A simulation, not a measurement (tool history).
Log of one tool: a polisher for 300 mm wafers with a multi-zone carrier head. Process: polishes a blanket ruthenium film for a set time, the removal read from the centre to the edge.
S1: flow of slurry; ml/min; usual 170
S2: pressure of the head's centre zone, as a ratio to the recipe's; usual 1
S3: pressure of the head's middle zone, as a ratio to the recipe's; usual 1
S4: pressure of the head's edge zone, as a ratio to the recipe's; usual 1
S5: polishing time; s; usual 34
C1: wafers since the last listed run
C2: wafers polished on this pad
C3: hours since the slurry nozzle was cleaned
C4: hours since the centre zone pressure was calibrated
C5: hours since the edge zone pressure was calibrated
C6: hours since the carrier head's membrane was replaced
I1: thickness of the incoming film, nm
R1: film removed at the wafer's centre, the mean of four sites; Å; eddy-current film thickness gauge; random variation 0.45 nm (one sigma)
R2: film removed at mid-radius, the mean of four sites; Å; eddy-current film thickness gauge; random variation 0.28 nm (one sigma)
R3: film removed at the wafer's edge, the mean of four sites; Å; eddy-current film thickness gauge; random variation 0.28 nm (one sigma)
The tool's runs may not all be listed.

Run 1, hour 0: usual settings but S1 135 ml/min, S3 0.92; C1 0; C2 712; C3 432.6; C4 400.5; C5 1224.6; C6 137.7; I1 309.3. Result: R1 303 Å, R2 295 Å, R3 335 Å.
Run 2, hour 34.8: usual settings but S1 215 ml/min, S2 1.11, S4 1.05, S5 43 s; C1 600; C2 1313; C3 467.4; C4 435.3; C5 1259.4; C6 172.5; I1 309.5. Result: R1 484 Å, R2 437 Å, R3 462 Å.
At hour 81.4: edge zone pressure recalibrated.
Run 3, hour 100.3: usual settings but S2 0.93, S3 1.11, S4 1.07; C1 1096; C2 2409; C3 532.9; C4 500.8; C5 18.9; C6 238; I1 311.2. Result: R1 307 Å, R2 365 Å, R3 353 Å.
Run 4, hour 139.1: usual settings but S1 205 ml/min, S2 1.07, S3 1.04, S5 24 s; C1 669; C2 3079; C3 571.7; C4 539.6; C5 57.7; C6 276.8; I1 315.9. Result: R1 250 Å, R2 249 Å, R3 247 Å.
Run 5, hour 192.5: usual settings but S3 1.09; C1 921; C2 4000; C3 625.1; C4 593; C5 111.1; C6 330.2; I1 307.8. Result: R1 320 Å, R2 346 Å, R3 333 Å.
Run 6, hour 260.6: usual settings but S1 220 ml/min, S2 0.96, S4 1.09, S5 44 s; C1 1175; C2 5176; C3 693.2; C4 661.1; C5 179.2; C6 398.3; I1 308.5. Result: R1 424 Å, R2 437 Å, R3 469 Å.
Run 7, hour 305: usual settings; C1 766; C2 5943; C3 737.6; C4 705.5; C5 223.6; C6 442.7; I1 305.9. Result: R1 309 Å, R2 313 Å, R3 328 Å.
At hour 323.9: slurry nozzle cleaned.
Run 8, hour 371.9: usual settings; C1 1137; C2 7080; C3 48; C4 772.4; C5 290.5; C6 509.6; I1 312.7. Result: R1 345 Å, R2 345 Å, R3 355 Å.
Run 9, hour 414.1: usual settings; C1 728; C2 7809; C3 90.2; C4 814.6; C5 332.7; C6 551.8; I1 309.3. Result: R1 351 Å, R2 348 Å, R3 353 Å.
At hour 459.2: worn pad replaced by a new one.
Run 10, hour 465.8: usual settings but S2 0.89, S3 0.95, S4 0.92; C1 823; C2 113; C3 141.9; C4 866.3; C5 384.4; C6 603.5; I1 308.9. Result: R1 315 Å, R2 328 Å, R3 340 Å.
Run 11, hour 499: usual settings but S1 200 ml/min, S3 0.89, S4 1.04; C1 573; C2 686; C3 175.1; C4 899.5; C5 417.6; C6 636.7; I1 314.6. Result: R1 351 Å, R2 321 Å, R3 368 Å.
At hour 505.3: centre zone pressure recalibrated.
At hour 512.2: carrier head's membrane replaced by a new one.
Run 12, hour 550.4: usual settings but S2 0.94, S5 39 s; C1 766; C2 1453; C3 226.5; C4 45.1; C5 469; C6 38.2; I1 315.6. Result: R1 368 Å, R2 386 Å, R3 396 Å.
Run 13, hour 591.1: usual settings; C1 702; C2 2156; C3 267.2; C4 85.8; C5 509.7; C6 78.9; I1 315.1. Result: R1 340 Å, R2 344 Å, R3 348 Å.
Run 14, hour 634.7: usual settings but S1 190 ml/min, S4 0.89, S5 39 s; C1 752; C2 2908; C3 310.8; C4 129.4; C5 553.3; C6 122.5; I1 310.3. Result: R1 396 Å, R2 404 Å, R3 380 Å.
Run 15, hour 667.4: usual settings but S1 185 ml/min; C1 564; C2 3473; C3 343.5; C4 162.1; C5 586; C6 155.2; I1 309.6. Result: R1 347 Å, R2 347 Å, R3 356 Å.
Run 16, hour 732: usual settings but S1 115 ml/min, S3 1.07; C1 1115; C2 4588; C3 408.1; C4 226.7; C5 650.6; C6 219.8; I1 308.5. Result: R1 297 Å, R2 327 Å, R3 325 Å.
Run 17, hour 759.3: usual settings but S5 25 s; C1 471; C2 5059; C3 435.4; C4 254; C5 677.9; C6 247.1; I1 311.7. Result: R1 248 Å, R2 252 Å, R3 255 Å.
Run 18, hour 802.6: usual settings but S1 200 ml/min, S2 1.06; C1 747; C2 5807; C3 478.7; C4 297.3; C5 721.2; C6 290.4; I1 308.6. Result: R1 371 Å, R2 344 Å, R3 356 Å.
Run 19, hour 845.4: usual settings but S3 0.95, S4 0.91; C1 738; C2 6546; C3 521.5; C4 340.1; C5 764; C6 333.2; I1 310.2. Result: R1 323 Å, R2 318 Å, R3 331 Å.
Run 20, hour 896.2: usual settings; C1 876; C2 7423; C3 572.3; C4 390.9; C5 814.8; C6 384; I1 310.2. Result: R1 327 Å, R2 334 Å, R3 340 Å.
At hour 986.9: worn pad replaced by a new one.
At hour 1046.7: carrier head's membrane replaced by a new one.
At hour 1063.5: slurry nozzle cleaned.
Run 21, hour 1067.7: usual settings but S1 110 ml/min, S2 1.04, S3 1.08, S4 0.91; C1 2787; C2 1291; C3 4.2; C4 562.4; C5 986.3; C6 21; I1 311.8. Result: R1 316 Å, R2 332 Å, R3 310 Å.
Run 22, hour 1115.4: usual settings but S1 210 ml/min, S4 1.11; C1 823; C2 2115; C3 51.9; C4 610.1; C5 1034; C6 68.7; I1 307.8. Result: R1 355 Å, R2 361 Å, R3 382 Å.
Run 23, hour 1141.3: usual settings but S2 1.07; C1 447; C2 2562; C3 77.8; C4 636; C5 1059.9; C6 94.6; I1 313.8. Result: R1 368 Å, R2 341 Å, R3 348 Å.

3 ways to go on from here, each from the tool as it stands after run 23. What would each give?
Run A, hour 1141.7: usual settings but S5 27 s; C1 6; C2 2569; C3 78.2; C4 636.4; C5 1060.3; C6 95; I1 309. Result: R1 ?, R2 ?, R3 ?.
Run B, hour 1141.7: usual settings but S2 1.06, S3 1.04, S5 44 s; C1 6; C2 2569; C3 78.2; C4 636.4; C5 1060.3; C6 95; I1 309. Result: R1 ?, R2 ?, R3 ?.
Run C, hour 1141.7: usual settings but S1 135 ml/min, S2 1.06, S3 1.04, S5 27 s; C1 6; C2 2569; C3 78.2; C4 636.4; C5 1060.3; C6 95; I1 309. Result: R1 ?, R2 ?, R3 ?.

run   R1   R2   R3
  A  277  277  280
  B  476  466  456
  C  276  272  270
Without the tool's hidden state the same runs would have given:
run   R1   R2   R3
  A  278  277  280
  B  477  467  456
  C  277  273  270
